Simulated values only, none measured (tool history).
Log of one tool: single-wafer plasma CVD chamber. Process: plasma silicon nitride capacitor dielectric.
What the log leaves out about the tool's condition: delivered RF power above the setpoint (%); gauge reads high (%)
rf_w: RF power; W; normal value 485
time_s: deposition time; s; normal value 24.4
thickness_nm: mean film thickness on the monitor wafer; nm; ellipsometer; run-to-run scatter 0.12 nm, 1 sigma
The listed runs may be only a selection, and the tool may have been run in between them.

run	hour	rf_w	time_s	wafers since the last listed run	hours since the last RF generator calibration	hours since the showerhead was replaced	hours since the gauge calibration	read-back reference wafer on the same gauge, thickness_nm	thickness_nm
1	0.0	485	22.7	0	1565.2	3879.5	1695.2	31.811	34.351
2	48.9	485	24.4	1611	1614.1	3928.4	1744.1	31.802	36.766
3	107.6	485	24.4	1934	1672.8	3987.1	1802.8	31.811	36.503
4	146.0	455	24.4	1265	1711.2	4025.5	1841.2	31.805	35.830
5	244.2	455	24.4	3235	1809.4	4123.7	1939.4	31.807	35.820
6	341.9	485	24.4	3219	1907.1	4221.4	2037.1	31.797	36.728
7	418.5	425	26.9	2523	1983.7	4298.0	2113.7	31.780	38.667
8	474.3	485	24.4	1838	2039.5	4353.8	2169.5	31.778	36.854
9	672.7	485	24.4	6537	2237.9	4552.2	2367.9	31.801	36.729
10	708.8	485	24.4	1189	2274.0	4588.3	2404.0	31.811	36.858
# hour 715.2: gauge calibrated
# hour 719.0: RF generator calibrated
11	761.2	485	24.4	1462	42.2	4640.7	46.0	31.821	36.694
12	817.4	485	24.4	1851	98.4	4696.9	102.2	31.784	36.824
13	907.7	485	26.0	2975	188.7	4787.2	192.5	31.797	39.344
# hour 992.0: showerhead replaced
14	992.5	485	24.4	2530	273.5	0.5	277.3	31.792	36.697
15	1049.1	485	22.3	1864	330.1	57.1	333.9	31.791	33.474
16	1138.5	425	24.4	2945	419.5	146.5	423.3	31.784	34.898
17	1260.0	485	29.2	4003	541.0	268.0	544.8	31.783	44.047
18	1313.3	520	28.9	1756	594.3	321.3	598.1	31.821	44.890
19	1410.5	485	24.4	3202	691.5	418.5	695.3	31.811	36.955
20	1498.5	535	21.4	2899	779.5	506.5	783.3	31.781	33.293
21	1596.4	540	24.4	3225	877.4	604.4	881.2	31.815	38.503
22	1662.7	395	24.4	2184	943.7	670.7	947.5	31.755	33.874
23	1748.0	575	20.8	2810	1029.0	756.0	1032.8	31.810	33.487
24	1824.3	485	20.4	2514	1105.3	832.3	1109.1	31.812	30.876
25	1886.2	570	23.0	2039	1167.2	894.2	1171.0	31.789	36.923
26	1988.0	485	19.7	3354	1269.0	996.0	1272.8	31.817	29.562
27	2044.7	485	24.4	1868	1325.7	1052.7	1329.5	31.807	36.888
28	2105.4	485	24.4	2000	1386.4	1113.4	1390.2	31.820	36.827

5 options for the next run, each taken on its own from the tool as it stands now. Forecast them:
A	2105.8	485	24.4	13	1386.8	1113.8	1390.6	?	?
B	2105.8	560	24.4	13	1386.8	1113.8	1390.6	?	?
C	2105.8	545	22.2	13	1386.8	1113.8	1390.6	?	?
D	2105.8	390	24.4	13	1386.8	1113.8	1390.6	?	?
E	2105.8	425	27.4	13	1386.8	1113.8	1390.6	?	?

run	read-back reference wafer on the same gauge, thickness_nm	thickness_nm
A	31.804	36.918
B	31.804	38.992
C	31.804	35.117
D	31.804	33.824
E	31.804	39.347
Without the tool's unlogged condition, the same runs would have read:
run	thickness_nm
A	36.918
B	38.992
C	35.117
D	33.824
E	39.347

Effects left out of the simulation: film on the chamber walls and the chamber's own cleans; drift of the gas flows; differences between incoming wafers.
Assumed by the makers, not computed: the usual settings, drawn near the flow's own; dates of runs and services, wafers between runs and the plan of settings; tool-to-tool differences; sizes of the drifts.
